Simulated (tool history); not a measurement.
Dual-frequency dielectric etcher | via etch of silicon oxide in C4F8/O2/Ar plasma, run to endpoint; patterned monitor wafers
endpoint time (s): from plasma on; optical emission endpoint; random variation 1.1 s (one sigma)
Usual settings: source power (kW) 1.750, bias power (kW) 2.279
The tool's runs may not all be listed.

run   hour  source power (kW)  bias power (kW)  wafers since the last listed run  hours since the last wet clean  hours since the last source power generator calibration  hours since the last bias power generator calibration  hours since the last upper electrode change  incoming incoming film thickness, nm  endpoint time (s)
  1    0.0              2.050            2.141                                 0                           144.7                                                   4084.9                                                 3347.8                                       3153.3                                1819.1              335.8
  2   29.5              2.050            2.141                                76                           174.2                                                   4114.4                                                 3377.3                                       3182.8                                1835.8              337.3
  3   63.4              1.750            2.279                                88                           208.1                                                   4148.3                                                 3411.2                                       3216.7                                1839.2              365.2
  4   75.8              1.750            2.279                                32                           220.5                                                   4160.7                                                 3423.6                                       3229.1                                1833.3              363.2
  5  102.2              1.750            2.279                                68                           246.9                                                   4187.1                                                 3450.0                                       3255.5                                1843.7              365.9
  6  131.1              1.750            2.279                                75                           275.8                                                   4216.0                                                 3478.9                                       3284.4                                1836.7              366.1
  7  149.1              1.750            2.279                                46                           293.8                                                   4234.0                                                 3496.9                                       3302.4                                1848.4              371.7
  8  164.6              1.750            2.279                                40                           309.3                                                   4249.5                                                 3512.4                                       3317.9                                1842.7              367.6
  9  264.2              1.750            2.279                               259                           408.9                                                   4349.1                                                 3612.0                                       3417.5                                1817.7              366.6
 10  290.7              1.750            2.279                                69                           435.4                                                   4375.6                                                 3638.5                                       3444.0                                1836.2              372.2
     334.3  -- wet clean of the chamber
 11  334.8              1.750            2.279                                52                             0.5                                                   4419.7                                                 3682.6                                       3488.1                                1843.0              356.2
 12  338.5              1.750            2.507                                 9                             4.2                                                   4423.4                                                 3686.3                                       3491.8                                1815.6              341.9
     357.9  -- source power generator calibrated
 13  358.4              1.750            2.507                                41                            24.1                                                      0.5                                                 3706.2                                       3511.7                                1842.3              347.8
 14  423.3              1.750            2.507                               169                            89.0                                                     65.4                                                 3771.1                                       3576.6                                1839.7              347.1
     472.9  -- upper electrode replaced
 15  473.4              1.490            1.928                                68                           139.1                                                    115.5                                                 3821.2                                          0.5                                1840.6              423.9
 16  483.8              1.750            2.279                                27                           149.5                                                    125.9                                                 3831.6                                         10.9                                1816.7              358.4
 17  510.7              1.750            2.105                                70                           176.4                                                    152.8                                                 3858.5                                         37.8                                1836.7              370.3
 18  527.3              1.530            2.670                                43                           193.0                                                    169.4                                                 3875.1                                         54.4                                1841.3              370.2
 19  541.5              1.750            2.279                                37                           207.2                                                    183.6                                                 3889.3                                         68.6                                1818.2              360.3
 20  574.6              1.400            2.095                                86                           240.3                                                    216.7                                                 3922.4                                        101.7                                1822.3              425.8
 21  616.8              1.470            2.492                               110                           282.5                                                    258.9                                                 3964.6                                        143.9                                1820.3              387.6
 22  630.1              1.750            2.279                                34                           295.8                                                    272.2                                                 3977.9                                        157.2                                1842.4              365.7
 23  642.7              1.750            1.784                                32                           308.4                                                    284.8                                                 3990.5                                        169.8                                1839.6              401.1
 24  669.0              1.750            2.279                                68                           334.7                                                    311.1                                                 4016.8                                        196.1                                1845.1              368.1
 25  697.2              1.970            2.279                                73                           362.9                                                    339.3                                                 4045.0                                        224.3                                1842.5              346.0
 26  713.1              1.380            2.279                                41                           378.8                                                    355.2                                                 4060.9                                        240.2                                1829.2              424.4
     729.0  -- bias power generator calibrated
 27  743.9              1.990            2.135                                69                           409.6                                                    386.0                                                   14.9                                        271.0                                1828.6              348.6
 28  767.9              1.750            2.279                                62                           433.6                                                    410.0                                                   38.9                                        295.0                                1830.3              368.2
     810.6  -- wet clean of the chamber
 29  811.1              1.750            1.924                                50                             0.5                                                    453.2                                                   82.1                                        338.2                                1826.1              379.8

Run 30 comes next. What will it give?
 30  829.6              1.990            2.135                                48                            19.0                                                    471.7                                                  100.6                                        356.7                                1846.8                  ?

Run 30 gave endpoint time (s) 346.1.
Without the tool's hidden state the same run would have given endpoint time (s) 344.6.
